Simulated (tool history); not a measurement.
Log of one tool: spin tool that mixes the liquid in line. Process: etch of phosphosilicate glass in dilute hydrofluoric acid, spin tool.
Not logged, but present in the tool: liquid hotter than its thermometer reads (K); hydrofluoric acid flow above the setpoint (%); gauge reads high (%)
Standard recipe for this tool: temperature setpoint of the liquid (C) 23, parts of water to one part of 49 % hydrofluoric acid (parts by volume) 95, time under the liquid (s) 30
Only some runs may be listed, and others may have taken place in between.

run	hour	temperature setpoint of the liquid (C)	parts of water to one part of 49 % hydrofluoric acid (parts by volume)	time under the liquid (s)	wafers since the last listed run	hours since the thermometer was replaced	hours since the hydrofluoric acid flow meter was replaced	hours since the gauge calibration	read-back film thickness of the phosphosilicate glass reference wafer, read on the same gauge (nm)	thickness taken off the phosphosilicate glass on a monitor wafer (angstrom)
1	0	23	95	40	0	1513.8	165.4	183.5	70.01	633.7
2	25.9	23	95	40	436	1539.7	191.3	209.4	69.98	639.1
3	36.5	23	95	20	178	1550.3	201.9	220	69.99	317.6
4	52.9	23	95	20	276	1566.7	218.3	236.4	70	315.2
5	63.8	20	60	30	183	1577.6	229.2	247.3	70.02	697.5
6	77.4	23	95	30	229	1591.2	242.8	260.9	70.01	480.5
7	94.7	23	95	30	291	1608.5	260.1	278.2	69.98	481.3
8	106.1	23	95	30	191	1619.9	271.5	289.6	70.01	484.7
9	117.3	23	95	30	188	1631.1	282.7	300.8	70	482.9
10	131.9	23	95	30	245	1645.7	297.3	315.4	69.99	485.7
11	142.4	23	95	25	176	1656.2	307.8	325.9	70.04	407.1
12	150.5	23	95	30	136	1664.3	315.9	334	70	483.1
13	166.4	23	95	30	267	1680.2	331.8	349.9	70.02	490.2
14	174.5	23	95	35	136	1688.3	339.9	358	69.98	570.5
# hour 186.2: gauge calibrated
15	189.4	26.5	95	30	250	1703.2	354.8	3.2	70.01	559.5
16	196.6	23	125	30	121	1710.4	362	10.4	69.98	357.2
17	213.7	21.5	60	20	287	1727.5	379.1	27.5	69.96	507.9
18	231	23	95	30	291	1744.8	396.4	44.8	70.03	493.3
19	244.3	23	95	30	223	1758.1	409.7	58.1	70.03	492.6
20	261.3	23	95	30	286	1775.1	426.7	75.1	70	493.2
21	272.5	23	95	15	188	1786.3	437.9	86.3	70	248.7
# hour 278.5: thermometer replaced
22	288.7	23	95	30	255	10.2	454.1	102.5	69.99	498.4
23	296.2	18.5	135	20	126	17.7	461.6	110	70.02	186.1
# hour 308.8: hydrofluoric acid flow meter replaced
24	312	23	45	30	249	33.5	3.2	125.8	70.03	1011.1
25	329.7	23	75	30	298	51.2	20.9	143.5	69.98	583.6
26	336.7	23	110	30	117	58.2	27.9	150.5	70.03	381.8
27	353.9	23	95	30	289	75.4	45.1	167.7	70	453.3
28	369.9	23	95	30	269	91.4	61.1	183.7	69.96	450.5
29	377	26.5	95	45	119	98.5	68.2	190.8	69.98	786.4
30	394.7	20	55	25	298	116.2	85.9	208.5	70.02	604.9
31	408.9	23	70	30	239	130.4	100.1	222.7	69.99	637.1
32	420.5	27.5	95	40	195	142	111.7	234.3	70	735
33	428.5	20.5	130	30	134	150	119.7	242.3	70.03	294.6
34	439.1	18.5	95	30	178	160.6	130.3	252.9	70.02	379

A few steps of thickness taken off the phosphosilicate glass on a monitor wafer (angstrom) between consecutive runs. Split each: what settings, incoming material and random variation would produce without the hidden state, and what is left over for the hidden state, along with gauge scatter present in only one of the two compared results (measured, and without hidden state):
Run 4 -> 5: temperature setpoint of the liquid (C) 23 -> 20, parts of water to one part of 49 % hydrofluoric acid (parts by volume) 95 -> 60, time under the liquid (s) 20 -> 30. thickness taken off the phosphosilicate glass on a monitor wafer (angstrom) +382.3: hidden state +23.8, all else +358.5.
Run 21 -> 22: time under the liquid (s) 15 -> 30, thermometer replaced. thickness taken off the phosphosilicate glass on a monitor wafer (angstrom) +249.7: hidden state +25.7, all else +224.
Run 22 -> 23: temperature setpoint of the liquid (C) 23 -> 18.5, parts of water to one part of 49 % hydrofluoric acid (parts by volume) 95 -> 135, time under the liquid (s) 30 -> 20. thickness taken off the phosphosilicate glass on a monitor wafer (angstrom) -312.3: hidden state -30.8, all else -281.5.
Run 23 -> 24: temperature setpoint of the liquid (C) 18.5 -> 23, parts of water to one part of 49 % hydrofluoric acid (parts by volume) 135 -> 45, time under the liquid (s) 20 -> 30, hydrofluoric acid flow meter replaced. thickness taken off the phosphosilicate glass on a monitor wafer (angstrom) +825: hidden state -15.6, all else +840.6.
Run 24 -> 25: parts of water to one part of 49 % hydrofluoric acid (parts by volume) 45 -> 75. thickness taken off the phosphosilicate glass on a monitor wafer (angstrom) -427.5: hidden state +0.4, all else -427.9.
Run 32 -> 33: temperature setpoint of the liquid (C) 27.5 -> 20.5, parts of water to one part of 49 % hydrofluoric acid (parts by volume) 95 -> 130, time under the liquid (s) 40 -> 30. thickness taken off the phosphosilicate glass on a monitor wafer (angstrom) -440.4: hidden state -9.9, all else -430.5.
